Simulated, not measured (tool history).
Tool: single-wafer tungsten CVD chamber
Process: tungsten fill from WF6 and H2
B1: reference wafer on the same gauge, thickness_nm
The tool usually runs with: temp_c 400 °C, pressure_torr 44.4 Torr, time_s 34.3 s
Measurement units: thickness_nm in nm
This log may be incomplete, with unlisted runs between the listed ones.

run 1 hour=0.0 | temp_c=400 pressure_torr=44.4 time_s=34.3 | B1=146.032 | thickness_nm=126.209
run 2 hour=92.0 | temp_c=400 pressure_torr=44.4 time_s=34.3 | B1=146.203 | thickness_nm=125.809
run 3 hour=198.0 | temp_c=400 pressure_torr=44.4 time_s=34.3 | B1=146.514 | thickness_nm=126.147
run 4 hour=247.2 | temp_c=400 pressure_torr=44.4 time_s=34.3 | B1=146.453 | thickness_nm=126.417
run 5 hour=303.8 | temp_c=400 pressure_torr=44.4 time_s=34.3 | B1=146.571 | thickness_nm=126.093
run 6 hour=376.9 | temp_c=400 pressure_torr=44.4 time_s=34.3 | B1=146.551 | thickness_nm=126.381
run 7 hour=533.7 | temp_c=400 pressure_torr=47.3 time_s=34.3 | B1=146.581 | thickness_nm=130.802
run 8 hour=637.3 | temp_c=400 pressure_torr=44.4 time_s=34.3 | B1=146.987 | thickness_nm=126.814
run 9 hour=691.5 | temp_c=400 pressure_torr=44.4 time_s=34.3 | B1=147.125 | thickness_nm=127.094
run 10 hour=745.3 | temp_c=400 pressure_torr=44.4 time_s=30.0 | B1=147.091 | thickness_nm=110.530
run 11 hour=843.5 | temp_c=400 pressure_torr=44.4 time_s=30.0 | B1=147.197 | thickness_nm=111.234
run 12 hour=1012.9 | temp_c=400 pressure_torr=49.1 time_s=34.3 | B1=147.384 | thickness_nm=133.366
run 13 hour=1108.2 | temp_c=400 pressure_torr=44.4 time_s=34.3 | B1=147.533 | thickness_nm=126.966
-- hour=1125.4 gauge calibrated
-- hour=1142.2 capacitance manometer re-zeroed and calibrated
run 14 hour=1152.4 | temp_c=400 pressure_torr=44.4 time_s=34.3 | B1=145.111 | thickness_nm=125.143
-- hour=1164.9 showerhead replaced
run 15 hour=1242.6 | temp_c=413 pressure_torr=49.8 time_s=41.0 | B1=145.088 | thickness_nm=195.111
run 16 hour=1285.0 | temp_c=391 pressure_torr=44.4 time_s=34.3 | B1=145.176 | thickness_nm=106.922
-- hour=1308.4 thermocouple changed; heater temperature recalibrated
run 17 hour=1327.5 | temp_c=400 pressure_torr=44.4 time_s=34.3 | B1=145.327 | thickness_nm=124.951
run 18 hour=1396.6 | temp_c=400 pressure_torr=44.4 time_s=34.3 | B1=145.494 | thickness_nm=125.741
run 19 hour=1470.0 | temp_c=400 pressure_torr=54.1 time_s=34.3 | B1=145.404 | thickness_nm=138.093
run 20 hour=1574.2 | temp_c=400 pressure_torr=44.4 time_s=34.3 | B1=145.567 | thickness_nm=125.571
run 21 hour=1644.9 | temp_c=393 pressure_torr=34.1 time_s=32.5 | B1=145.431 | thickness_nm=91.843
run 22 hour=1687.9 | temp_c=400 pressure_torr=52.8 time_s=34.3 | B1=145.819 | thickness_nm=136.824
run 23 hour=1772.3 | temp_c=413 pressure_torr=44.4 time_s=34.3 | B1=145.808 | thickness_nm=155.335
run 24 hour=1838.1 | temp_c=400 pressure_torr=44.4 time_s=27.9 | B1=145.918 | thickness_nm=101.654
run 25 hour=1934.5 | temp_c=388 pressure_torr=34.2 time_s=34.3 | B1=145.939 | thickness_nm=88.750
run 26 hour=1999.2 | temp_c=411 pressure_torr=53.1 time_s=34.3 | B1=146.043 | thickness_nm=164.580
run 27 hour=2180.8 | temp_c=400 pressure_torr=44.4 time_s=34.3 | B1=146.442 | thickness_nm=126.308
run 28 hour=2225.5 | temp_c=400 pressure_torr=36.0 time_s=40.0 | B1=146.459 | thickness_nm=132.477

Alternative continuations, all from the tool just after run 28; predict every row:
run A hour=2225.9 | temp_c=400 pressure_torr=44.4 time_s=34.3 | B1=? | thickness_nm=?
run B hour=2225.9 | temp_c=387 pressure_torr=54.6 time_s=30.7 | B1=? | thickness_nm=?
run C hour=2225.9 | temp_c=387 pressure_torr=47.9 time_s=38.7 | B1=? | thickness_nm=?
run D hour=2225.9 | temp_c=391 pressure_torr=35.7 time_s=27.7 | B1=? | thickness_nm=?
run E hour=2225.9 | temp_c=400 pressure_torr=44.4 time_s=31.2 | B1=? | thickness_nm=?

run=A B1=146.412 thickness_nm=126.365
run=B B1=146.412 thickness_nm=99.887
run=C B1=146.412 thickness_nm=118.226
run=D B1=146.412 thickness_nm=78.013
run=E B1=146.412 thickness_nm=114.903
Take away the tool's hidden state, keep each run's random variation, and the runs would have read:
run=A thickness_nm=125.153
run=B thickness_nm=98.929
run=C thickness_nm=117.092
run=D thickness_nm=77.265
run=E thickness_nm=113.801

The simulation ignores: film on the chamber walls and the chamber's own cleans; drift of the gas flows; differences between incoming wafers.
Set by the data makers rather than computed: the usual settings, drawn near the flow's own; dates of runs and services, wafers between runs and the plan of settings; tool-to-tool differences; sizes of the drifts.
